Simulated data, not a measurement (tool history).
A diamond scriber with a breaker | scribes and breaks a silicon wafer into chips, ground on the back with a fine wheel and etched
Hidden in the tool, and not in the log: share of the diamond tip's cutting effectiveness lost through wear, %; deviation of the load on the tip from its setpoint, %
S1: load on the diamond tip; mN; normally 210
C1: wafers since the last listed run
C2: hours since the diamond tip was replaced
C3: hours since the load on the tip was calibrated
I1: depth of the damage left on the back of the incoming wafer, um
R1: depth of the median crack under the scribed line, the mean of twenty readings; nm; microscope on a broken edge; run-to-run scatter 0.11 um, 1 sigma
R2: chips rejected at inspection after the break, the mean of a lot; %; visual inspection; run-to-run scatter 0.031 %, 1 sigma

run	day	S1	C1	C2	C3	I1	R1	R2
1	0	210	0	549.5	369.5	0.57	7520	6.94
2	1.096	210	39	575.8	395.8	0.64	7590	7.13
3	2.058	241	35	598.9	418.9	0.76	8140	4.49
4	2.742	210	24	615.3	435.3	0.35	7620	7.29
5	3.658	210	33	637.3	457.3	0.31	7730	7.55
6	4.783	210	40	664.3	484.3	0.68	7750	7.2
# day 5.171: diamond tip replaced by a new one
7	8.242	184	122	73.7	567.3	0.37	8160	5.23
8	9.221	237	35	97.2	590.8	0.62	8930	1.8
9	10.7	210	53	132.7	626.3	0.56	8230	3.8
10	11.229	229	19	145.4	639	0.68	8670	2.88
# day 12.579: load on the tip recalibrated
11	12.6	152	46	178.3	0.5	0.67	7450	7.87
12	13.958	210	49	210.9	33.1	0.54	8710	3
13	14.588	246	22	226	48.2	0.5	9240	1.37
14	15.521	230	33	248.4	70.6	0.62	8680	2.39
15	16.571	252	38	273.6	95.8	0.47	9210	1.64
16	17.192	183	22	288.5	110.7	0.3	7560	6.71

What if the next run were any one of these 3? Each begins from the tool's condition after run 16:
A	17.217	210	0	289.1	111.3	0.6	?	?
B	17.217	234	0	289.1	111.3	0.6	?	?
C	17.217	169	0	289.1	111.3	0.6	?	?

run	R1	R2
A	8090	4.27
B	8580	2.61
C	7240	8.96
What these runs would have given with no unlogged condition in the tool:
run	R1	R2
A	9820	0.99
B	10400	1.28
C	8780	2.1

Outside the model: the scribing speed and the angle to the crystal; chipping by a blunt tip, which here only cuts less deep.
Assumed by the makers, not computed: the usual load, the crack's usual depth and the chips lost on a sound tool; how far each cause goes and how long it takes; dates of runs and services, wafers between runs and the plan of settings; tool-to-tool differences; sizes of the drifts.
